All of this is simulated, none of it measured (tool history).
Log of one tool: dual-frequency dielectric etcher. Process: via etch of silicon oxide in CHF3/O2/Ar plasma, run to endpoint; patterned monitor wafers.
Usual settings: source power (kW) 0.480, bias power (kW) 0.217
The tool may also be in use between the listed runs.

| run | hour | source power (kW) | bias power (kW) | incoming incoming film thickness, nm | endpoint time (s) |
|---|---|---|---|---|---|
| 1 | 0.0 | 0.480 | 0.217 | 434.0 | 220.7 |
| 2 | 205.1 | 0.480 | 0.217 | 440.3 | 229.9 |
| 3 | 276.8 | 0.480 | 0.217 | 437.1 | 227.3 |
| 4 | 341.9 | 0.480 | 0.217 | 432.4 | 231.8 |
| 5 | 442.7 | 0.480 | 0.217 | 435.1 | 232.6 |
|  | 454.4 | bias power generator calibrated |
| 6 | 506.0 | 0.480 | 0.217 | 435.9 | 236.1 |
| 7 | 560.9 | 0.480 | 0.217 | 435.3 | 234.8 |
| 8 | 597.6 | 0.480 | 0.196 | 434.9 | 242.3 |
|  | 684.9 | wet clean of the chamber |
| 9 | 692.2 | 0.480 | 0.217 | 435.5 | 226.2 |
| 10 | 769.8 | 0.480 | 0.217 | 437.6 | 228.8 |
| 11 | 840.8 | 0.480 | 0.217 | 433.8 | 230.0 |
| 12 | 885.1 | 0.550 | 0.217 | 431.9 | 218.1 |
| 13 | 933.5 | 0.550 | 0.217 | 437.2 | 219.3 |
| 14 | 1024.2 | 0.570 | 0.217 | 434.1 | 216.2 |
| 15 | 1119.2 | 0.440 | 0.248 | 435.9 | 228.3 |
|  | 1222.6 | wet clean of the chamber |
| 16 | 1223.1 | 0.570 | 0.169 | 435.5 | 226.9 |
| 17 | 1268.0 | 0.380 | 0.183 | 437.4 | 266.1 |

Run 18 comes next. What will it give?
| 18 | 1401.7 | 0.370 | 0.249 | 438.1 | ? |

endpoint time (s): 242.2
Without the tool's hidden state the same run would have given endpoint time (s) 237.5.
